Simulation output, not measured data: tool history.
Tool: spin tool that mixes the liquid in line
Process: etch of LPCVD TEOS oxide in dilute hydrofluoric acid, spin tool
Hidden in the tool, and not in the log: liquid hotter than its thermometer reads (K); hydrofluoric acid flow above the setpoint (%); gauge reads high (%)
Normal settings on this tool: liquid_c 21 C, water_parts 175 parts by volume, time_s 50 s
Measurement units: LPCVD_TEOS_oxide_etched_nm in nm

run	hour	liquid_c	water_parts	time_s	wafers since the last listed run	hours since the thermometer was replaced	hours since the hydrofluoric acid flow meter was replaced	hours since the gauge calibration	read-back film thickness of the LPCVD TEOS oxide reference wafer, read on the same gauge (nm)	LPCVD_TEOS_oxide_etched_nm
1	0	21	175	50	0	688.2	424.4	1189.9	90.01	12.84
# hour 13.9: gauge calibrated
2	92.2	21	175	50	1011	780.4	516.6	78.3	89.96	13.26
3	159.4	25	175	35	737	847.6	583.8	145.5	90.04	10.84
4	233.8	25	175	35	816	922	658.2	219.9	89.99	10.87
5	276.4	25	175	35	467	964.6	700.8	262.5	90	10.98
6	313.8	19.5	175	50	410	1002	738.2	299.9	90	12.54
7	359.5	19.5	175	50	501	1047.7	783.9	345.6	90.01	12.55
8	447.5	21	175	50	965	1135.7	871.9	433.6	90	13.83
9	548.7	21	175	50	1110	1236.9	973.1	534.8	90.01	13.56
# hour 566.5: thermometer replaced
10	596.3	21	175	50	511	29.8	1020.7	582.4	90	14.04
# hour 607.6: hydrofluoric acid flow meter replaced
11	699.3	21	175	50	1119	132.8	91.7	685.4	89.99	12.42
12	776.3	18	140	25	844	209.8	168.7	762.4	89.99	7.23
13	835.3	21	175	50	647	268.8	227.7	821.4	90.03	12.56
14	924.1	21	175	50	974	357.6	316.5	910.2	90	12.75
15	1030.9	21	175	40	1171	464.4	423.3	1017	90	10.29
16	1132.2	21	175	50	1111	565.7	524.6	1118.3	90	13.05
# hour 1138: gauge calibrated
17	1204.4	21	110	20	792	637.9	596.8	66.4	90.01	8.77
18	1293.5	17	90	80	977	727	685.9	155.5	89.99	38.02
19	1395	21	175	35	1113	828.5	787.4	257	90	9.44
20	1446.8	21	90	50	568	880.3	839.2	308.8	90	28.87
21	1509.3	19	175	50	685	942.8	901.7	371.3	90.02	12.58
22	1600.1	21	175	50	996	1033.6	992.5	462.1	89.99	13.72
# hour 1641.1: hydrofluoric acid flow meter replaced
23	1668	24.5	175	50	734	1101.5	26.9	530	89.99	14.13

Forecast each of these 4 alternatives for the next run:
A	1668.4	21	110	50	4	1101.9	27.3	530.4	?	?
B	1668.4	24	175	65	4	1101.9	27.3	530.4	?	?
C	1668.4	21	125	50	4	1101.9	27.3	530.4	?	?
D	1668.4	21	175	60	4	1101.9	27.3	530.4	?	?

run	read-back film thickness of the LPCVD TEOS oxide reference wafer, read on the same gauge (nm)	LPCVD_TEOS_oxide_etched_nm
A	90.01	21.12
B	90.01	18.05
C	90.01	18.28
D	90.01	14.86
With no hidden state in the tool, these same runs would have given:
run	LPCVD_TEOS_oxide_etched_nm
A	20.99
B	17.93
C	18.17
D	14.76
